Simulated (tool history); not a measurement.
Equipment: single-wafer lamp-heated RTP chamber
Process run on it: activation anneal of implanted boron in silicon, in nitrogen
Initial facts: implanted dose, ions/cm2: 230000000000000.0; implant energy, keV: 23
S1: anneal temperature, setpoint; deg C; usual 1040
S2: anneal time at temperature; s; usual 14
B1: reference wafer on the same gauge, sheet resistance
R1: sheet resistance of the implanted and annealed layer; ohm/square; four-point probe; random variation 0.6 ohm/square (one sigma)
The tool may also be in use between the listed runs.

{"run": 1, "hour": 0.0, "S1": 1040, "S2": 14, "B1": 376.0, "R1": 397.5}
{"run": 2, "hour": 68.2, "S1": 1040, "S2": 14, "B1": 375.86, "R1": 398.64}
{"run": 3, "hour": 108.3, "S1": 1040, "S2": 10, "B1": 375.67, "R1": 398.38}
{"hour": 197.5, "done": "pyrometer window cleaned and pyrometer calibrated"}
{"run": 4, "hour": 427.5, "S1": 1040, "S2": 10, "B1": 375.11, "R1": 398.18}
{"run": 5, "hour": 500.3, "S1": 1040, "S2": 10, "B1": 374.99, "R1": 397.26}
{"run": 6, "hour": 576.8, "S1": 1040, "S2": 14, "B1": 374.87, "R1": 397.01}
{"run": 7, "hour": 651.2, "S1": 1040, "S2": 14, "B1": 374.68, "R1": 396.67}
{"run": 8, "hour": 750.3, "S1": 1040, "S2": 14, "B1": 374.52, "R1": 396.41}
{"hour": 834.5, "done": "pyrometer window cleaned and pyrometer calibrated"}
{"run": 9, "hour": 835.0, "S1": 1040, "S2": 14, "B1": 374.32, "R1": 396.84}
{"run": 10, "hour": 893.8, "S1": 1040, "S2": 14, "B1": 374.23, "R1": 396.45}
{"hour": 908.4, "done": "reflector plate cleaned"}
{"run": 11, "hour": 951.3, "S1": 1059, "S2": 14, "B1": 374.2, "R1": 395.87}
{"run": 12, "hour": 996.4, "S1": 1059, "S2": 14, "B1": 374.09, "R1": 395.02}
{"run": 13, "hour": 1066.3, "S1": 1059, "S2": 14, "B1": 373.83, "R1": 395.88}
{"run": 14, "hour": 1116.8, "S1": 1027, "S2": 14, "B1": 373.91, "R1": 396.83}
{"hour": 1198.4, "done": "gauge calibrated"}
{"run": 15, "hour": 1219.6, "S1": 1027, "S2": 14, "B1": 378.54, "R1": 402.13}
{"run": 16, "hour": 1290.0, "S1": 1060, "S2": 8, "B1": 378.43, "R1": 400.62}
{"run": 17, "hour": 1344.8, "S1": 1030, "S2": 14, "B1": 378.24, "R1": 402.38}
{"run": 18, "hour": 1425.8, "S1": 1016, "S2": 21, "B1": 378.24, "R1": 400.26}
{"hour": 1449.0, "done": "pyrometer window cleaned and pyrometer calibrated"}
{"run": 19, "hour": 1521.8, "S1": 1040, "S2": 14, "B1": 377.97, "R1": 400.43}
{"run": 20, "hour": 1586.8, "S1": 1050, "S2": 6, "B1": 377.79, "R1": 400.47}
{"hour": 1719.9, "done": "reflector plate cleaned"}
{"run": 21, "hour": 1907.6, "S1": 1070, "S2": 8, "B1": 377.36, "R1": 399.79}
{"run": 22, "hour": 1965.5, "S1": 1040, "S2": 14, "B1": 377.23, "R1": 399.71}
{"hour": 2013.0, "done": "pyrometer window cleaned and pyrometer calibrated"}
{"run": 23, "hour": 2043.4, "S1": 1040, "S2": 14, "B1": 377.16, "R1": 398.9}
{"run": 24, "hour": 2114.8, "S1": 1020, "S2": 17, "B1": 376.98, "R1": 400.81}
{"run": 25, "hour": 2182.6, "S1": 1011, "S2": 14, "B1": 376.87, "R1": 401.99}
{"run": 26, "hour": 2287.1, "S1": 1053, "S2": 11, "B1": 376.63, "R1": 398.53}
{"run": 27, "hour": 2323.3, "S1": 1056, "S2": 11, "B1": 376.64, "R1": 398.46}
{"run": 28, "hour": 2362.4, "S1": 1040, "S2": 14, "B1": 376.35, "R1": 398.94}
{"hour": 2447.6, "done": "reflector plate cleaned"}
{"run": 29, "hour": 2450.2, "S1": 1040, "S2": 14, "B1": 376.34, "R1": 398.21}
{"run": 30, "hour": 2533.7, "S1": 1057, "S2": 11, "B1": 376.07, "R1": 398.18}

Alternative continuations, all from the tool just after run 30; predict every row:
{"run": "A", "hour": 2534.1, "S1": 1040, "S2": 21, "B1": "?", "R1": "?"}
{"run": "B", "hour": 2534.1, "S1": 1016, "S2": 8, "B1": "?", "R1": "?"}
{"run": "C", "hour": 2534.1, "S1": 1064, "S2": 11, "B1": "?", "R1": "?"}
{"run": "D", "hour": 2534.1, "S1": 1018, "S2": 7, "B1": "?", "R1": "?"}

run=A B1=376.23 R1=396.91
run=B B1=376.23 R1=400.80
run=C B1=376.23 R1=397.50
run=D B1=376.23 R1=400.74
The same runs, with their run-to-run variation unchanged, on a tool lacking any hidden condition would have given:
run=A R1=399.89
run=B R1=403.81
run=C R1=400.48
run=D R1=403.75
